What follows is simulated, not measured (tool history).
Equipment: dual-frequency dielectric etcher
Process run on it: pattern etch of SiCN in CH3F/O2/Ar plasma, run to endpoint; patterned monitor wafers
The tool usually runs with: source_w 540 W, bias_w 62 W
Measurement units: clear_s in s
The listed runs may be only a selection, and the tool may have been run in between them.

run,hour,source_w,bias_w,wafers since the last listed run,hours since the last wet clean,hours since the last source power generator calibration,hours since the last bias power generator calibration,hours since the last upper electrode change,"incoming incoming film thickness, nm",clear_s
1,0,620,62,0,273.4,2520.3,4039,4046.1,8.26,19
2,32.2,620,62,545,305.6,2552.5,4071.2,4078.3,8.19,18.9
3,39.8,620,62,128,313.2,2560.1,4078.8,4085.9,8.23,18.8
4,52.9,540,62,222,326.3,2573.2,4091.9,4099,8.13,20.3
5,66.1,540,62,223,339.5,2586.4,4105.1,4112.2,8.16,20.3
6,79.7,500,62,230,353.1,2600,4118.7,4125.8,8.27,21.7
7,96.5,500,62,284,369.9,2616.8,4135.5,4142.6,8.16,21.4
8,111.1,540,62,247,384.5,2631.4,4150.1,4157.2,8.26,20.5
9,152.7,500,52,705,426.1,2673,4191.7,4198.8,8.24,22.6
10,165.9,500,52,223,439.3,2686.2,4204.9,4212,8.2,22.5
11,200.2,500,52,581,473.6,2720.5,4239.2,4246.3,8.15,22.3
12,214.8,540,62,247,488.2,2735.1,4253.8,4260.9,8.14,20.2
13,229.2,540,62,244,502.6,2749.5,4268.2,4275.3,8.17,20.2
14,236.7,540,62,127,510.1,2757,4275.7,4282.8,8.25,20.6
15,244.6,540,62,133,518,2764.9,4283.6,4290.7,8.17,20.1
16,255.2,540,62,179,528.6,2775.5,4294.2,4301.3,8.24,20.5
17,264.9,540,62,164,538.3,2785.2,4303.9,4311,8.14,20.3
18,273,670,74,137,546.4,2793.3,4312,4319.1,8.18,17
# hour 287.6: bias power generator calibrated
19,288.3,610,67,191,561.7,2808.6,0.7,4334.4,8.22,18.4
20,304.5,450,51,274,577.9,2824.8,16.9,4350.6,8.24,24.4
21,318.1,580,69,230,591.5,2838.4,30.5,4364.2,8.25,19
# hour 342.9: wet clean of the chamber
# hour 356.7: upper electrode replaced
22,357.2,540,73,21,14.3,2877.5,69.6,0.5,8.28,19.6
23,357.5,500,62,5,14.6,2877.8,69.9,0.8,8.14,21.3
24,357.8,640,77,5,14.9,2878.1,70.2,1.1,8.23,17.4
# hour 364.3: source power generator calibrated
25,372.4,540,62,179,29.5,8.1,84.8,15.7,8.17,20.3
26,386.2,410,62,233,43.3,21.9,98.6,29.5,8.16,24.5
27,397.7,600,71,194,54.8,33.4,110.1,41,8.25,18.5
28,413.6,610,67,269,70.7,49.3,126,56.9,8.27,18.7
29,428.4,500,62,250,85.5,64.1,140.8,71.7,8.23,21.3
30,437.1,540,62,147,94.2,72.8,149.5,80.4,8.07,20.1
31,447.8,540,62,181,104.9,83.5,160.2,91.1,8.19,20.3
32,454.3,490,72,110,111.4,90,166.7,97.6,8.16,20.6
33,463.8,540,49,161,120.9,99.5,176.2,107.1,8.23,21.9
34,477.3,610,58,228,134.4,113,189.7,120.6,8.22,19.3
35,494.3,660,49,288,151.4,130,206.7,137.6,8.11,19

Take each entry between the runs: how does the hidden state at the last listed run before it differ from the hidden state at the first listed run after it?
In the gap between runs 18 and 19: bias power generator calibrated (hour 287.6)
  nothing in the hidden state changes from one run to the other
In the gap between runs 21 and 22: wet clean of the chamber (hour 342.9); upper electrode replaced (hour 356.7)
  nothing in the hidden state changes from one run to the other
In the gap between runs 24 and 25: source power generator calibrated (hour 364.3)
  nothing in the hidden state changes from one run to the other

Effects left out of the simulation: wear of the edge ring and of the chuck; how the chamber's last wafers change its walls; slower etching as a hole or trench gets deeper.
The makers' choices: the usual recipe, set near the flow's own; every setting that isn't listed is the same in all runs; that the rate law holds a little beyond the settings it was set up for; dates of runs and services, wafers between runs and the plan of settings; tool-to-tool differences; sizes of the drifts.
